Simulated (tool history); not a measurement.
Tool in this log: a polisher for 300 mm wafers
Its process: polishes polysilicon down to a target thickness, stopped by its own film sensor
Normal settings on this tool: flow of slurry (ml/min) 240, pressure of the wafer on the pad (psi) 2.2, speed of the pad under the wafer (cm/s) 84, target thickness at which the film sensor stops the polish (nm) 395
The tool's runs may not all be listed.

run	hour	flow of slurry (ml/min)	pressure of the wafer on the pad (psi)	speed of the pad under the wafer (cm/s)	target thickness at which the film sensor stops the polish (nm)	incoming thickness of the incoming film, nm	time until the film sensor stopped the polish (s)
1	0.0	240	2.2	84	395	710.8	64.1
2	103.4	265	2.6	84	395	719.6	59.1
# hour 170.1: slurry nozzle cleaned
3	338.6	265	2.6	84	395	719.1	55.7
4	411.2	240	2.2	84	395	723.1	65.0
# hour 567.1: head pressure recalibrated
5	692.8	240	2.2	84	395	717.1	68.1
# hour 699.3: worn pad replaced by a new one
6	746.1	240	2.2	84	395	723.6	69.8
7	813.9	240	2.4	76	395	718.6	67.4
# hour 912.7: slurry nozzle cleaned
8	914.1	240	2.2	84	395	707.8	58.5
9	1019.3	200	2.2	84	395	716.6	64.0
10	1075.3	240	2.2	84	395	725.3	64.2
11	1126.8	240	2.2	84	395	722.5	64.8
# hour 1317.2: head pressure recalibrated
12	1354.8	240	2.2	84	395	721.8	64.5
13	1433.1	240	2.2	84	395	719.9	67.7
# hour 1482.1: worn pad replaced by a new one
14	1737.3	240	2.2	84	395	711.0	64.4
# hour 1746.0: slurry nozzle cleaned
15	1789.2	240	2.2	84	395	717.3	62.6
16	1887.0	240	2.2	74	330	724.1	83.4
17	1951.5	160	2.9	56	295	721.0	94.8
# hour 1978.3: head pressure recalibrated
18	2054.9	240	2.2	84	395	735.5	69.5
19	2132.6	240	2.2	84	395	728.8	68.3
# hour 2300.2: worn pad replaced by a new one
20	2434.3	240	2.2	60	395	731.1	83.6
21	2515.5	300	2.5	68	294	728.6	88.3
# hour 2529.1: slurry nozzle cleaned
22	2617.2	240	2.2	84	430	718.4	55.3
23	2709.0	290	2.7	84	395	722.1	53.7
24	2800.7	240	2.2	84	448	722.5	55.3
# hour 2821.6: head pressure recalibrated
25	2880.1	240	2.2	94	434	716.8	54.0
# hour 2997.6: worn pad replaced by a new one
26	3094.4	240	2.2	110	395	715.7	55.1
# hour 3325.1: slurry nozzle cleaned
27	3351.8	240	2.2	112	359	716.2	56.3
# hour 3510.3: head pressure recalibrated
28	3610.5	240	1.4	94	470	726.7	63.2
29	3713.5	240	2.2	84	395	720.5	65.4

Branching from run 29: 3 alternative next runs. What would each branch give?
A	3713.9	240	2.2	84	395	718.5	?
B	3713.9	205	2.2	104	450	718.5	?
C	3713.9	185	1.9	84	481	718.5	?

run	time until the film sensor stopped the polish (s)
A	66.2
B	49.7
C	56.5
The same runs, with their run-to-run variation unchanged, on a tool lacking any hidden condition would have given:
run	time until the film sensor stopped the polish (s)
A	61.4
B	45.5
C	51.3
